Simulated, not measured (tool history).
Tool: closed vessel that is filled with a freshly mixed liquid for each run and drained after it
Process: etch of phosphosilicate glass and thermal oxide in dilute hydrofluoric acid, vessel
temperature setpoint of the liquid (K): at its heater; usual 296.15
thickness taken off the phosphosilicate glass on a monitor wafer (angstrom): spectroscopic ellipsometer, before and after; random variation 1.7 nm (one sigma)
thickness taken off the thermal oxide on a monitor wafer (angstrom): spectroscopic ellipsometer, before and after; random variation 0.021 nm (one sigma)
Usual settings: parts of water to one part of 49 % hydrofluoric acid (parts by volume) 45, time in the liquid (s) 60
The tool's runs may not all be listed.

run	hour	temperature setpoint of the liquid (K)	parts of water to one part of 49 % hydrofluoric acid (parts by volume)	time in the liquid (s)	wafers since the last listed run	hours since the thermometer was replaced	hours since the hydrofluoric acid flow meter was replaced	hours since the gauge calibration	read-back film thickness of the phosphosilicate glass reference wafer, read on the same gauge (nm)	read-back film thickness of the thermal oxide reference wafer, read on the same gauge (nm)	thickness taken off the phosphosilicate glass on a monitor wafer (angstrom)	thickness taken off the thermal oxide on a monitor wafer (angstrom)
1	0	299.65	45	60	0	2014.8	1858.3	678.2	50.05	40.02	3119.4	83.6
2	25.3	296.15	45	60	3166	2040.1	1883.6	703.5	50.02	40.02	2690.1	72
3	43.5	296.15	45	60	2277	2058.3	1901.8	721.7	49.98	39.99	2740.7	72.9
4	60.6	296.15	45	85	2140	2075.4	1918.9	738.8	50	40	3824.4	102.8
5	74.3	296.15	45	85	1714	2089.1	1932.6	752.5	50	40	3874.3	103.1
6	103	296.15	45	85	3591	2117.8	1961.3	781.2	50.03	40.01	3852.9	103.4
7	121.3	292.65	45	60	2290	2136.1	1979.6	799.5	49.98	40.01	2345.9	62.9
8	138	298.15	30	60	2090	2152.8	1996.3	816.2	49.99	39.99	4512.8	121.7
9	151.3	298.15	50	60	1664	2166.1	2009.6	829.5	50.04	40	2663.8	70.6
10	176.8	298.65	30	90	3191	2191.6	2035.1	855	49.98	40	6968.7	185
11	194.4	301.15	45	30	2202	2209.2	2052.7	872.6	49.99	40.02	1672.8	44.6
12	214.6	298.15	60	95	2528	2229.4	2072.9	892.8	49.99	40.01	3454.7	91.6
13	239.4	296.15	25	35	3103	2254.2	2097.7	917.6	50.05	39.99	2962.6	78.9
14	251.7	300.65	35	85	1539	2266.5	2110	929.9	50	40.01	6087.9	162.4
15	281.5	299.15	55	40	3729	2296.3	2139.8	959.7	50.02	40.01	1675.6	44.4
# hour 300.4: gauge calibrated
16	301.2	299.15	55	60	2465	2316	2159.5	0.8	49.97	40.01	2471.5	67
# hour 305.1: hydrofluoric acid flow meter replaced
17	329	299.65	30	60	3354	2343.8	23.9	28.6	50	39.99	4838.8	130.1
18	363	296.15	45	60	4255	2377.8	57.9	62.6	50	40.01	2740.1	73.6
19	398.7	296.15	45	60	4468	2413.5	93.6	98.3	50.03	40	2725.2	73.7
# hour 403.3: thermometer replaced
20	416.4	296.15	45	60	2090	13.1	111.3	116	49.99	39.99	2523.6	67.9
21	451.3	296.15	45	60	4367	48	146.2	150.9	50.06	40.01	2497.5	67.5
22	478.5	296.15	45	70	3404	75.2	173.4	178.1	49.97	40	2959.9	79.1
23	490.5	291.65	45	30	1501	87.2	185.4	190.1	49.97	40.01	1041.6	28
24	520.6	296.15	45	60	3767	117.3	215.5	220.2	50.02	39.98	2548.6	67.8
25	544.5	296.15	45	60	2991	141.2	239.4	244.1	50	40	2542.1	68
26	564.8	300.15	45	60	2540	161.5	259.7	264.4	50.01	39.99	2994.8	79.9
27	599.7	296.15	45	60	4367	196.4	294.6	299.3	50.01	39.98	2539.7	68.4

Forecast each of these 3 alternatives for the next run:
A	600.4	296.15	30	60	87	197.1	295.3	300	?	?	?	?
B	600.4	296.15	45	45	87	197.1	295.3	300	?	?	?	?
C	600.4	298.65	50	40	87	197.1	295.3	300	?	?	?	?

run	read-back film thickness of the phosphosilicate glass reference wafer, read on the same gauge (nm)	read-back film thickness of the thermal oxide reference wafer, read on the same gauge (nm)	thickness taken off the phosphosilicate glass on a monitor wafer (angstrom)	thickness taken off the thermal oxide on a monitor wafer (angstrom)
A	49.97	40.01	3891.6	104.4
B	49.97	40.01	1907.4	51.2
C	49.97	40.01	1679.1	45
Without the tool's hidden state the same runs would have given:
run	thickness taken off the phosphosilicate glass on a monitor wafer (angstrom)	thickness taken off the thermal oxide on a monitor wafer (angstrom)
A	3797.8	101.9
B	1862	50
C	1640	44
